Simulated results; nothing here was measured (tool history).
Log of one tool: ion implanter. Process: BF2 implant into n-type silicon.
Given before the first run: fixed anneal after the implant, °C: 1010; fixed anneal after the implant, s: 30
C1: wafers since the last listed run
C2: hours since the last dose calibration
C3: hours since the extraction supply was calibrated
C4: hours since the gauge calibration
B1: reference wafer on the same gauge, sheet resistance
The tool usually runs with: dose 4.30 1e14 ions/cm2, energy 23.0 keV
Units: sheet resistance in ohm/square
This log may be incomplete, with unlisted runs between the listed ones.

run 1 hour=0.0 | dose=4.30 energy=23.0 | C1=0 C2=1129.3 C3=2869.2 C4=120.5 | B1=329.08 | sheet_resistance=271.66
run 2 hour=14.1 | dose=4.30 energy=23.0 | C1=251 C2=1143.4 C3=2883.3 C4=134.6 | B1=328.90 | sheet_resistance=271.50
run 3 hour=29.2 | dose=4.30 energy=28.5 | C1=268 C2=1158.5 C3=2898.4 C4=149.7 | B1=329.18 | sheet_resistance=263.56
-- hour=44.6 gauge calibrated
run 4 hour=44.6 | dose=4.30 energy=28.5 | C1=274 C2=1173.9 C3=2913.8 C4=0.0 | B1=329.22 | sheet_resistance=264.06
run 5 hour=54.4 | dose=4.30 energy=23.0 | C1=174 C2=1183.7 C3=2923.6 C4=9.8 | B1=329.08 | sheet_resistance=271.19
run 6 hour=71.3 | dose=4.30 energy=23.0 | C1=300 C2=1200.6 C3=2940.5 C4=26.7 | B1=328.93 | sheet_resistance=269.90
run 7 hour=78.5 | dose=4.30 energy=23.0 | C1=128 C2=1207.8 C3=2947.7 C4=33.9 | B1=328.97 | sheet_resistance=270.11
run 8 hour=91.2 | dose=4.30 energy=23.0 | C1=226 C2=1220.5 C3=2960.4 C4=46.6 | B1=328.95 | sheet_resistance=270.52
-- hour=102.0 Faraday cup replaced and dose calibrated
run 9 hour=102.5 | dose=4.30 energy=23.0 | C1=58 C2=0.5 C3=2971.7 C4=57.9 | B1=328.89 | sheet_resistance=281.59
run 10 hour=108.5 | dose=4.84 energy=23.0 | C1=106 C2=6.5 C3=2977.7 C4=63.9 | B1=328.87 | sheet_resistance=255.71
run 11 hour=118.5 | dose=4.84 energy=23.0 | C1=178 C2=16.5 C3=2987.7 C4=73.9 | B1=328.92 | sheet_resistance=256.70
run 12 hour=125.8 | dose=4.84 energy=23.0 | C1=129 C2=23.8 C3=2995.0 C4=81.2 | B1=328.84 | sheet_resistance=256.42
run 13 hour=138.8 | dose=3.94 energy=23.0 | C1=231 C2=36.8 C3=3008.0 C4=94.2 | B1=328.93 | sheet_resistance=301.34
run 14 hour=146.6 | dose=4.30 energy=23.0 | C1=138 C2=44.6 C3=3015.8 C4=102.0 | B1=329.09 | sheet_resistance=281.74
-- hour=155.7 extraction supply calibrated
run 15 hour=156.2 | dose=5.15 energy=21.0 | C1=28 C2=54.2 C3=0.5 C4=111.6 | B1=329.11 | sheet_resistance=249.47
run 16 hour=168.6 | dose=3.83 energy=15.0 | C1=220 C2=66.6 C3=12.9 C4=124.0 | B1=329.03 | sheet_resistance=328.58
-- hour=176.3 gauge calibrated
run 17 hour=176.7 | dose=4.30 energy=23.0 | C1=144 C2=74.7 C3=21.0 C4=0.4 | B1=329.28 | sheet_resistance=281.08
run 18 hour=188.3 | dose=5.48 energy=23.0 | C1=206 C2=86.3 C3=32.6 C4=12.0 | B1=329.19 | sheet_resistance=234.31
run 19 hour=194.3 | dose=4.30 energy=26.5 | C1=106 C2=92.3 C3=38.6 C4=18.0 | B1=329.12 | sheet_resistance=275.98
run 20 hour=206.8 | dose=5.15 energy=26.5 | C1=222 C2=104.8 C3=51.1 C4=30.5 | B1=329.17 | sheet_resistance=238.69
run 21 hour=220.0 | dose=3.64 energy=28.5 | C1=234 C2=118.0 C3=64.3 C4=43.7 | B1=329.01 | sheet_resistance=315.27
run 22 hour=229.3 | dose=4.30 energy=23.0 | C1=165 C2=127.3 C3=73.6 C4=53.0 | B1=328.69 | sheet_resistance=281.23
run 23 hour=245.5 | dose=3.83 energy=20.5 | C1=288 C2=143.5 C3=89.8 C4=69.2 | B1=328.89 | sheet_resistance=312.85
run 24 hour=255.8 | dose=4.30 energy=28.5 | C1=183 C2=153.8 C3=100.1 C4=79.5 | B1=328.96 | sheet_resistance=274.32
run 25 hour=272.6 | dose=4.66 energy=16.5 | C1=299 C2=170.6 C3=116.9 C4=96.3 | B1=329.12 | sheet_resistance=280.35
run 26 hour=288.2 | dose=5.15 energy=21.0 | C1=277 C2=186.2 C3=132.5 C4=111.9 | B1=328.95 | sheet_resistance=248.08

Alternative continuations, all from the tool just after run 26; predict every row:
run A hour=288.6 | dose=4.30 energy=18.0 | C1=7 C2=186.6 C3=132.9 C4=112.3 | B1=? | sheet_resistance=?
run B hour=288.6 | dose=4.30 energy=20.5 | C1=7 C2=186.6 C3=132.9 C4=112.3 | B1=? | sheet_resistance=?
run C hour=288.6 | dose=3.32 energy=29.5 | C1=7 C2=186.6 C3=132.9 C4=112.3 | B1=? | sheet_resistance=?
run D hour=288.6 | dose=3.81 energy=31.0 | C1=7 C2=186.6 C3=132.9 C4=112.3 | B1=? | sheet_resistance=?

run=A B1=329.05 sheet_resistance=291.84
run=B B1=329.05 sheet_resistance=285.81
run=C B1=329.05 sheet_resistance=339.64
run=D B1=329.05 sheet_resistance=300.49
Stripped of hidden state, with their random variation kept, the same runs would have yielded:
run=A sheet_resistance=291.96
run=B sheet_resistance=285.93
run=C sheet_resistance=339.80
run=D sheet_resistance=300.64

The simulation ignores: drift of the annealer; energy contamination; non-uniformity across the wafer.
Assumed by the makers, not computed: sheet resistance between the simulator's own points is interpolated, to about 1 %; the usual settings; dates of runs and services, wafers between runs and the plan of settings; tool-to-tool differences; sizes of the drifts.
